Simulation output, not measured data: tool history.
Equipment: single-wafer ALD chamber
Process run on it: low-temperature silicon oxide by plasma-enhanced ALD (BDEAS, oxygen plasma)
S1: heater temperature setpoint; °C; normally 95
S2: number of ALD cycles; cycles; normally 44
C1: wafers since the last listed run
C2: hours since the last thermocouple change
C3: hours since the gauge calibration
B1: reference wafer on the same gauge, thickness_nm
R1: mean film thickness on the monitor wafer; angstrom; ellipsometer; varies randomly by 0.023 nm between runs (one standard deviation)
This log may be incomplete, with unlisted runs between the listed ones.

Run 1, hour 0: usual settings; C1 0; C2 2232.2; C3 129.9; B1 7.761. Result: R1 66.31 angstrom.
Run 2, hour 15.4: usual settings; C1 147; C2 2247.6; C3 145.3; B1 7.766. Result: R1 66.4 angstrom.
Run 3, hour 27.5: usual settings but S2 39 cycles; C1 115; C2 2259.7; C3 157.4; B1 7.77. Result: R1 59.21 angstrom.
Run 4, hour 34.8: usual settings but S2 39 cycles; C1 69; C2 2267; C3 164.7; B1 7.777. Result: R1 59.07 angstrom.
Run 5, hour 47.4: usual settings; C1 120; C2 2279.6; C3 177.3; B1 7.769. Result: R1 66.41 angstrom.
Run 6, hour 63.7: usual settings but S2 47 cycles; C1 155; C2 2295.9; C3 193.6; B1 7.776. Result: R1 70.91 angstrom.
At hour 75.6: gauge calibrated.
Run 7, hour 80.4: usual settings but S2 47 cycles; C1 159; C2 2312.6; C3 4.8; B1 7.768. Result: R1 70.78 angstrom.
Run 8, hour 90.8: usual settings but S2 42 cycles; C1 99; C2 2323; C3 15.2; B1 7.768. Result: R1 63.17 angstrom.
Run 9, hour 106: usual settings but S1 105 °C, S2 38 cycles; C1 145; C2 2338.2; C3 30.4; B1 7.771. Result: R1 55.91 angstrom.
Run 10, hour 118.2: usual settings; C1 116; C2 2350.4; C3 42.6; B1 7.773. Result: R1 66.23 angstrom.
Run 11, hour 126.9: usual settings but S1 105 °C, S2 38 cycles; C1 83; C2 2359.1; C3 51.3; B1 7.766. Result: R1 55.8 angstrom.
Run 12, hour 140.7: usual settings but S1 103 °C; C1 132; C2 2372.9; C3 65.1; B1 7.776. Result: R1 65.02 angstrom.
At hour 161.6: thermocouple changed; heater temperature recalibrated.
Run 13, hour 162.1: usual settings but S1 106 °C, S2 48 cycles; C1 128; C2 0.5; C3 86.5; B1 7.76. Result: R1 70.31 angstrom.
Run 14, hour 162.7: usual settings but S2 50 cycles; C1 5; C2 1.1; C3 87.1; B1 7.768. Result: R1 75.66 angstrom.
Run 15, hour 175.1: usual settings; C1 118; C2 13.5; C3 99.5; B1 7.774. Result: R1 66.28 angstrom.
Run 16, hour 190.2: usual settings; C1 144; C2 28.6; C3 114.6; B1 7.766. Result: R1 66.63 angstrom.
Run 17, hour 203.6: usual settings but S1 84 °C, S2 47 cycles; C1 128; C2 42; C3 128; B1 7.768. Result: R1 74.35 angstrom.

Hidden condition of the tool, last listed run before each entry between runs versus first listed run after:
From run 6 to run 7: gauge calibrated (hour 75.6)
  no difference in the tool's unlogged condition between these two runs
From run 12 to run 13: thermocouple changed; heater temperature recalibrated (hour 161.6)
  no difference in the tool's unlogged condition between these two runs
